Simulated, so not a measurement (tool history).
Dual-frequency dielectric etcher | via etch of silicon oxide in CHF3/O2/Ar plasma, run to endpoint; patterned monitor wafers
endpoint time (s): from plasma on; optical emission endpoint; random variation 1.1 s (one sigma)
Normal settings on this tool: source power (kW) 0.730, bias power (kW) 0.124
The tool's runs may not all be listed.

run   hour  source power (kW)  bias power (kW)  wafers since the last listed run  hours since the last wet clean  hours since the last source power generator calibration  hours since the last bias power generator calibration  hours since the last upper electrode change  incoming incoming film thickness, nm  endpoint time (s)
  1    0.0              0.810            0.124                                 0                           167.3                                                   2590.0                                                 3472.2                                       3028.4                                 540.4              256.9
  2    7.7              0.810            0.124                                53                           175.0                                                   2597.7                                                 3479.9                                       3036.1                                 537.8              255.9
  3   22.8              0.810            0.124                               104                           190.1                                                   2612.8                                                 3495.0                                       3051.2                                 535.9              256.4
  4   38.1              0.730            0.101                               105                           205.4                                                   2628.1                                                 3510.3                                       3066.5                                 533.0              287.4
  5   55.3              0.730            0.101                               118                           222.6                                                   2645.3                                                 3527.5                                       3083.7                                 540.9              292.0
  6   65.7              0.730            0.101                                71                           233.0                                                   2655.7                                                 3537.9                                       3094.1                                 538.4              290.5
  7   77.9              0.730            0.124                                84                           245.2                                                   2667.9                                                 3550.1                                       3106.3                                 539.1              275.2
  8   93.9              0.860            0.124                               110                           261.2                                                   2683.9                                                 3566.1                                       3122.3                                 534.2              247.6
     103.7  -- bias power generator calibrated
  9  111.2              0.860            0.124                                91                           278.5                                                   2701.2                                                    7.5                                       3139.6                                 535.9              248.7
 10  118.6              0.730            0.124                                51                           285.9                                                   2708.6                                                   14.9                                       3147.0                                 534.1              272.0
 11  128.9              0.730            0.124                                71                           296.2                                                   2718.9                                                   25.2                                       3157.3                                 541.6              277.9
 12  154.8              0.650            0.114                               179                           322.1                                                   2744.8                                                   51.1                                       3183.2                                 535.7              301.6
 13  166.8              0.600            0.153                                82                           334.1                                                   2756.8                                                   63.1                                       3195.2                                 537.1              293.8
     178.9  -- source power generator calibrated
 14  179.4              0.600            0.105                                59                           346.7                                                      0.5                                                   75.7                                       3207.8                                 538.4              329.6
     203.6  -- upper electrode replaced
 15  204.1              0.570            0.133                                 4                           371.4                                                     25.2                                                  100.4                                          0.5                                 528.6              315.3
 16  204.5              0.730            0.124                                 2                           371.8                                                     25.6                                                  100.8                                          0.9                                 533.1              272.6
 17  215.3              0.840            0.137                                74                           382.6                                                     36.4                                                  111.6                                         11.7                                 532.7              244.1
 18  230.6              0.560            0.134                               105                           397.9                                                     51.7                                                  126.9                                         27.0                                 538.3              323.3
 19  239.2              0.680            0.144                                59                           406.5                                                     60.3                                                  135.5                                         35.6                                 536.0              273.9
 20  252.3              0.580            0.153                                90                           419.6                                                     73.4                                                  148.6                                         48.7                                 532.2              298.2
 21  262.3              0.730            0.124                                69                           429.6                                                     83.4                                                  158.6                                         58.7                                 535.5              274.0
     308.6  -- wet clean of the chamber
 22  309.1              0.630            0.144                               157                             0.5                                                    130.2                                                  205.4                                        105.5                                 537.5              287.5
 23  311.1              0.780            0.133                                13                             2.5                                                    132.2                                                  207.4                                        107.5                                 533.2              254.9
 24  322.6              0.840            0.124                                79                            14.0                                                    143.7                                                  218.9                                        119.0                                 538.3              250.3
 25  336.5              0.830            0.115                                96                            27.9                                                    157.6                                                  232.8                                        132.9                                 539.9              258.2
 26  351.6              0.620            0.096                               104                            43.0                                                    172.7                                                  247.9                                        148.0                                 542.8              330.8
 27  364.5              0.600            0.113                                89                            55.9                                                    185.6                                                  260.8                                        160.9                                 534.5              316.9
 28  373.5              0.650            0.136                                62                            64.9                                                    194.6                                                  269.8                                        169.9                                 538.6              287.7
 29  386.0              0.630            0.124                                86                            77.4                                                    207.1                                                  282.3                                        182.4                                 535.0              300.0
 30  393.9              0.830            0.115                                54                            85.3                                                    215.0                                                  290.2                                        190.3                                 536.8              255.7
 31  401.9              0.730            0.124                                55                            93.3                                                    223.0                                                  298.2                                        198.3                                 535.6              271.6
 32  417.2              0.730            0.094                               105                           108.6                                                    238.3                                                  313.5                                        213.6                                 532.5              292.7
 33  430.2              0.800            0.144                                89                           121.6                                                    251.3                                                  326.5                                        226.6                                 536.1              244.4
 34  446.1              0.660            0.136                               109                           137.5                                                    267.2                                                  342.4                                        242.5                                 535.0              281.6

List, for all runs, the conditions of the tool that the log does not record:
source power that arrives over what is set, %: 0 in every run
bias power that arrives over what is set, %: 0 in every run
H1: etch rate over this chamber's usual, %
run       H1
  1   -0.422
  2   -0.447
  3   -0.497
  4   -0.547
  5   -0.604
  6   -0.638
  7   -0.678
  8   -0.731
  9   -0.788
 10   -0.812
 11   -0.846
 12   -0.931
 13    -0.97
 14    -1.01
 15    -1.09
 16    -1.09
 17    -1.13
 18    -1.18
 19    -1.21
 20    -1.25
 21    -1.28
 22   -0.074
 23  -0.0806
 24   -0.118
 25   -0.164
 26   -0.214
 27   -0.256
 28   -0.286
 29   -0.327
 30   -0.353
 31   -0.379
 32   -0.429
 33   -0.472
 34   -0.524
